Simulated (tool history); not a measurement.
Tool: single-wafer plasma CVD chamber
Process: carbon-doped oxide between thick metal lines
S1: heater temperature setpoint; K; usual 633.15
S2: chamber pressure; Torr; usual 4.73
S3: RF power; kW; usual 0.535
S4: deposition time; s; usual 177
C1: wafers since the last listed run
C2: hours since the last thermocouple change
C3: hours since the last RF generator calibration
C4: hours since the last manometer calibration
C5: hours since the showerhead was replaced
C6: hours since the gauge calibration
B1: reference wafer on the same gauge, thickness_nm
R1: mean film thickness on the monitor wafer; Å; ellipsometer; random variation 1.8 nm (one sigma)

run 1 day=0.000 | S1=633.15 S2=4.73 S3=0.535 S4=177 | C1=0 C2=2383.8 C3=1027.6 C4=627.3 C5=6307.9 C6=653.5 | B1=817.738 | R1=8787.00
run 2 day=1.196 | S1=633.15 S2=4.73 S3=0.535 S4=177 | C1=366 C2=2412.5 C3=1056.3 C4=656.0 C5=6336.6 C6=682.2 | B1=818.845 | R1=8779.30
run 3 day=3.775 | S1=633.15 S2=4.73 S3=0.535 S4=177 | C1=790 C2=2474.4 C3=1118.2 C4=717.9 C5=6398.5 C6=744.1 | B1=817.268 | R1=8802.23
run 4 day=9.783 | S1=633.15 S2=4.73 S3=0.535 S4=177 | C1=1842 C2=2618.6 C3=1262.4 C4=862.1 C5=6542.7 C6=888.3 | B1=817.697 | R1=8799.54
run 5 day=11.429 | S1=633.15 S2=4.73 S3=0.535 S4=177 | C1=504 C2=2658.1 C3=1301.9 C4=901.6 C5=6582.2 C6=927.8 | B1=817.282 | R1=8821.06
run 6 day=14.279 | S1=633.15 S2=4.73 S3=0.535 S4=177 | C1=873 C2=2726.5 C3=1370.3 C4=970.0 C5=6650.6 C6=996.2 | B1=817.834 | R1=8782.28
run 7 day=16.346 | S1=633.15 S2=4.73 S3=0.535 S4=177 | C1=633 C2=2776.1 C3=1419.9 C4=1019.6 C5=6700.2 C6=1045.8 | B1=817.926 | R1=8796.72
-- day=18.304 showerhead replaced
run 8 day=18.850 | S1=633.15 S2=4.73 S3=0.535 S4=177 | C1=665 C2=2836.2 C3=1480.0 C4=1079.7 C5=13.1 C6=1105.9 | B1=817.891 | R1=8763.33
-- day=20.117 capacitance manometer re-zeroed and calibrated
run 9 day=21.846 | S1=633.15 S2=4.73 S3=0.535 S4=177 | C1=816 C2=2908.1 C3=1551.9 C4=41.5 C5=85.0 C6=1177.8 | B1=817.699 | R1=8688.98
run 10 day=23.100 | S1=633.15 S2=4.73 S3=0.535 S4=177 | C1=384 C2=2938.2 C3=1582.0 C4=71.6 C5=115.1 C6=1207.9 | B1=817.759 | R1=8665.28
run 11 day=24.825 | S1=638.15 S2=4.73 S3=0.535 S4=150 | C1=528 C2=2979.6 C3=1623.4 C4=113.0 C5=156.5 C6=1249.3 | B1=818.073 | R1=7284.76
run 12 day=27.850 | S1=638.15 S2=4.73 S3=0.535 S4=150 | C1=927 C2=3052.2 C3=1696.0 C4=185.6 C5=229.1 C6=1321.9 | B1=818.349 | R1=7300.54
run 13 day=28.871 | S1=633.15 S2=4.73 S3=0.535 S4=177 | C1=312 C2=3076.7 C3=1720.5 C4=210.1 C5=253.6 C6=1346.4 | B1=817.590 | R1=8680.29
-- day=33.346 thermocouple changed; heater temperature recalibrated
-- day=35.821 RF generator calibrated
run 14 day=36.221 | S1=633.15 S2=4.73 S3=0.535 S4=177 | C1=2049 C2=69.0 C3=9.6 C4=386.5 C5=430.0 C6=1522.8 | B1=818.329 | R1=8829.96
run 15 day=37.929 | S1=639.15 S2=4.73 S3=0.595 S4=151 | C1=523 C2=110.0 C3=50.6 C4=427.5 C5=471.0 C6=1563.8 | B1=817.971 | R1=8057.90
-- day=38.238 gauge calibrated
run 16 day=40.667 | S1=633.15 S2=4.73 S3=0.535 S4=177 | C1=839 C2=175.7 C3=116.3 C4=493.2 C5=536.7 C6=58.3 | B1=818.301 | R1=8866.53
run 17 day=41.712 | S1=633.15 S2=4.73 S3=0.535 S4=162 | C1=320 C2=200.8 C3=141.4 C4=518.3 C5=561.8 C6=83.4 | B1=817.959 | R1=8094.98
run 18 day=42.725 | S1=621.15 S2=5.09 S3=0.595 S4=189 | C1=310 C2=225.1 C3=165.7 C4=542.6 C5=586.1 C6=107.7 | B1=817.799 | R1=10679.31
run 19 day=45.242 | S1=624.15 S2=5.63 S3=0.440 S4=177 | C1=771 C2=285.5 C3=226.1 C4=603.0 C5=646.5 C6=168.1 | B1=818.078 | R1=7883.13
run 20 day=46.317 | S1=620.15 S2=4.30 S3=0.590 S4=177 | C1=329 C2=311.3 C3=251.9 C4=628.8 C5=672.3 C6=193.9 | B1=817.975 | R1=9792.79
run 21 day=48.108 | S1=619.15 S2=4.73 S3=0.535 S4=177 | C1=549 C2=354.3 C3=294.9 C4=671.8 C5=715.3 C6=236.9 | B1=817.870 | R1=9207.42
run 22 day=49.946 | S1=633.15 S2=5.03 S3=0.460 S4=202 | C1=563 C2=398.4 C3=339.0 C4=715.9 C5=759.4 C6=281.0 | B1=818.094 | R1=9030.55
run 23 day=52.433 | S1=633.15 S2=5.23 S3=0.535 S4=177 | C1=762 C2=458.1 C3=398.7 C4=775.6 C5=819.1 C6=340.7 | B1=817.577 | R1=8974.93
run 24 day=53.483 | S1=620.15 S2=4.30 S3=0.590 S4=177 | C1=321 C2=483.3 C3=423.9 C4=800.8 C5=844.3 C6=365.9 | B1=817.905 | R1=9769.29

Forecast each of these 5 alternatives for the next run:
run A day=53.500 | S1=633.15 S2=4.73 S3=0.535 S4=177 | C1=5 C2=483.7 C3=424.3 C4=801.2 C5=844.7 C6=366.3 | B1=? | R1=?
run B day=53.500 | S1=648.15 S2=4.73 S3=0.535 S4=177 | C1=5 C2=483.7 C3=424.3 C4=801.2 C5=844.7 C6=366.3 | B1=? | R1=?
run C day=53.500 | S1=633.15 S2=5.43 S3=0.620 S4=177 | C1=5 C2=483.7 C3=424.3 C4=801.2 C5=844.7 C6=366.3 | B1=? | R1=?
run D day=53.500 | S1=639.15 S2=5.87 S3=0.630 S4=202 | C1=5 C2=483.7 C3=424.3 C4=801.2 C5=844.7 C6=366.3 | B1=? | R1=?
run E day=53.500 | S1=621.15 S2=4.73 S3=0.535 S4=205 | C1=5 C2=483.7 C3=424.3 C4=801.2 C5=844.7 C6=366.3 | B1=? | R1=?

run=A B1=818.360 R1=8880.93
run=B B1=818.360 R1=8566.01
run=C B1=818.360 R1=10076.55
run=D B1=818.360 R1=11544.61
run=E B1=818.360 R1=10638.45
Without the tool's hidden state the same runs would have given:
run=A R1=8839.71
run=B R1=8526.01
run=C R1=10030.10
run=D R1=11504.71
run=E R1=10589.62

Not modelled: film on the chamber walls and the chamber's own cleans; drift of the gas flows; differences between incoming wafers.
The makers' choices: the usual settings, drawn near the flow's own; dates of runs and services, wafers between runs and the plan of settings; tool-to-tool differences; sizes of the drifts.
